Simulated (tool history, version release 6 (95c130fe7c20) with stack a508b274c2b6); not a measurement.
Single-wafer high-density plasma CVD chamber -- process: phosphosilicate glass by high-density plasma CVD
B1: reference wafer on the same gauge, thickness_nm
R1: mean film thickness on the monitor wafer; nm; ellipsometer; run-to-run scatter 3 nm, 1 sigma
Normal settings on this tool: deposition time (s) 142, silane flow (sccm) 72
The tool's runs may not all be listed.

run 1 day=0.000 | deposition_time_(s)=142 silane_flow_(sccm)=72 | B1=1000.527 | R1=936.367
run 2 day=1.879 | deposition_time_(s)=142 silane_flow_(sccm)=72 | B1=1000.592 | R1=934.018
run 3 day=4.325 | deposition_time_(s)=142 silane_flow_(sccm)=72 | B1=999.964 | R1=930.158
run 4 day=5.812 | deposition_time_(s)=142 silane_flow_(sccm)=72 | B1=999.419 | R1=933.442
run 5 day=7.196 | deposition_time_(s)=142 silane_flow_(sccm)=72 | B1=999.980 | R1=927.589
run 6 day=9.688 | deposition_time_(s)=142 silane_flow_(sccm)=72 | B1=999.898 | R1=920.362
run 7 day=12.292 | deposition_time_(s)=142 silane_flow_(sccm)=72 | B1=1000.131 | R1=923.363
-- day=16.683 silane flow controller replaced
run 8 day=17.308 | deposition_time_(s)=114 silane_flow_(sccm)=61 | B1=999.769 | R1=668.572
run 9 day=19.983 | deposition_time_(s)=142 silane_flow_(sccm)=72 | B1=999.483 | R1=992.324
run 10 day=21.454 | deposition_time_(s)=150 silane_flow_(sccm)=82 | B1=999.966 | R1=1191.794

Estimate the outcome of run 11 from the log above:
run 11 day=23.629 | deposition_time_(s)=142 silane_flow_(sccm)=72 | B1=? | R1=?

Run 11 produced B1 1000.202, R1 984.881 nm.
On a tool with no hidden condition, and with the same random variation, this run would have come out at R1 986.135 nm.
